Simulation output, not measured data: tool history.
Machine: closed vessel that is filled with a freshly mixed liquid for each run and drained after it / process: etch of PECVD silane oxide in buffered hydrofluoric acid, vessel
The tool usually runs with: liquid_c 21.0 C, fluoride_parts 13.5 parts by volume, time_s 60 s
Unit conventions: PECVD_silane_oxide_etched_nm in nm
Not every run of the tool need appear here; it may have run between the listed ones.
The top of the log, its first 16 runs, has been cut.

run   hour  liquid_c  fluoride_parts  time_s  wafers since the last listed run  hours since the thermometer was replaced  hours since the hydrofluoric acid flow meter was replaced  hours since the gauge calibration  read-back film thickness of the PECVD silane oxide reference wafer, read on the same gauge (nm)  PECVD_silane_oxide_etched_nm
 17  415.9      21.0            17.0      85                               910                                     253.5                                                       96.5                               50.8                                                                                            79.96                        152.72
 18  440.1      21.0            13.5      60                              1509                                     277.7                                                      120.7                               75.0                                                                                            80.02                        134.37
 19  467.2      21.0            17.0      85                              1690                                     304.8                                                      147.8                              102.1                                                                                            80.01                        152.67
 20  491.0      21.0            13.5      35                              1484                                     328.6                                                      171.6                              125.9                                                                                            79.94                         78.71
 21  520.9      21.0            16.0      60                              1865                                     358.5                                                      201.5                              155.8                                                                                            79.99                        114.80
 22  606.3      21.0            11.5      85                              5328                                     443.9                                                      286.9                              241.2                                                                                            79.99                        228.85
 23  623.4      22.5            11.5      95                              1066                                     461.0                                                      304.0                              258.3                                                                                            79.96                        272.21
 24  648.8      25.5            10.0      35                              1584                                     486.4                                                      329.4                              283.7                                                                                            79.99                        135.67
 25  670.2      21.0            13.5      60                              1335                                     507.8                                                      350.8                              305.1                                                                                            79.97                        135.16
 26  687.1      25.5            11.0      60                              1054                                     524.7                                                      367.7                              322.0                                                                                            80.04                        212.35
 27  715.9      21.0             8.0      60                              1796                                     553.5                                                      396.5                              350.8                                                                                            80.03                        224.46
 28  747.4      25.5            10.0      60                              1965                                     585.0                                                      428.0                              382.3                                                                                            80.03                        235.97
 29  761.1      21.0            13.5      60                               854                                     598.7                                                      441.7                              396.0                                                                                            79.95                        138.48
 30  774.7      24.0            13.5      50                               848                                     612.3                                                      455.3                              409.6                                                                                            80.01                        132.20
 31  797.1      21.0            13.5      60                              1397                                     634.7                                                      477.7                              432.0                                                                                            80.02                        136.37
 32  822.2      21.0            13.5      60                              1566                                     659.8                                                      502.8                              457.1                                                                                            79.99                        137.24
 33  858.1      21.0            13.5      60                              2239                                     695.7                                                      538.7                              493.0                                                                                            79.97                        136.64

Forecast each of these 4 alternatives for the next run:
  A  858.8      21.0            13.5      60                                43                                     696.4                                                      539.4                              493.7                                                                                                ?                             ?
  B  858.8      21.0            10.0      30                                43                                     696.4                                                      539.4                              493.7                                                                                                ?                             ?
  C  858.8      21.0            13.5      40                                43                                     696.4                                                      539.4                              493.7                                                                                                ?                             ?
  D  858.8      24.5             9.5      35                                43                                     696.4                                                      539.4                              493.7                                                                                                ?                             ?

run  read-back film thickness of the PECVD silane oxide reference wafer, read on the same gauge (nm)  PECVD_silane_oxide_etched_nm
  A                                                                                            80.01                        140.67
  B                                                                                            80.01                         94.29
  C                                                                                            80.01                         93.78
  D                                                                                            80.01                        137.56
Without the tool's hidden state the same runs would have given:
run  PECVD_silane_oxide_etched_nm
  A                        133.30
  B                         89.36
  C                         88.86
  D                        130.52
